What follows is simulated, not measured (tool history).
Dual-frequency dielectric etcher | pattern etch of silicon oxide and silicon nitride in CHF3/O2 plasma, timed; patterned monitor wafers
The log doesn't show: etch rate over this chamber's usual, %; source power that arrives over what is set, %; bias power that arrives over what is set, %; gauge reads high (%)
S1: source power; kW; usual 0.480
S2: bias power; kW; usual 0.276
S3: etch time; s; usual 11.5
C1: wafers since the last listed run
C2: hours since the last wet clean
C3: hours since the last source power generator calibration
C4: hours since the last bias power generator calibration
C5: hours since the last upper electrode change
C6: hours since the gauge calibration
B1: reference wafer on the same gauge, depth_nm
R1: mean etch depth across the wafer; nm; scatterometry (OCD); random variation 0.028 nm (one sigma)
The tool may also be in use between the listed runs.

run,hour,S1,S2,S3,C1,C2,C3,C4,C5,C6,B1,R1
1,0.0,0.480,0.276,11.5,0,398.4,3784.2,4412.2,5716.2,95.1,19.80,18.46
2,16.8,0.480,0.276,11.5,326,415.2,3801.0,4429.0,5733.0,111.9,19.80,18.44
3,24.1,0.480,0.276,11.5,141,422.5,3808.3,4436.3,5740.3,119.2,19.80,18.42
4,33.1,0.480,0.322,11.5,175,431.5,3817.3,4445.3,5749.3,128.2,19.80,19.97
# hour 39.6: gauge calibrated
5,50.3,0.480,0.322,11.5,334,448.7,3834.5,4462.5,5766.5,10.7,19.80,20.02
6,67.0,0.480,0.322,11.5,324,465.4,3851.2,4479.2,5783.2,27.4,19.80,19.96
# hour 92.4: wet clean of the chamber
7,92.9,0.480,0.276,11.5,36,0.5,3877.1,4505.1,5809.1,53.3,19.80,18.74
8,93.3,0.480,0.276,11.5,7,0.9,3877.5,4505.5,5809.5,53.7,19.80,18.68
9,116.7,0.480,0.242,12.5,455,24.3,3900.9,4528.9,5832.9,77.1,19.81,18.93
10,131.5,0.600,0.319,9.5,287,39.1,3915.7,4543.7,5847.7,91.9,19.81,18.39

Forecast run 11:
# hour 146.8: source power generator calibrated
11,147.3,0.570,0.344,11.5,229,54.9,0.5,4559.5,5863.5,107.7,?,?

B1: 19.80
R1: 22.62 nm
Without the tool's hidden state the same run would have given R1 22.72 nm.
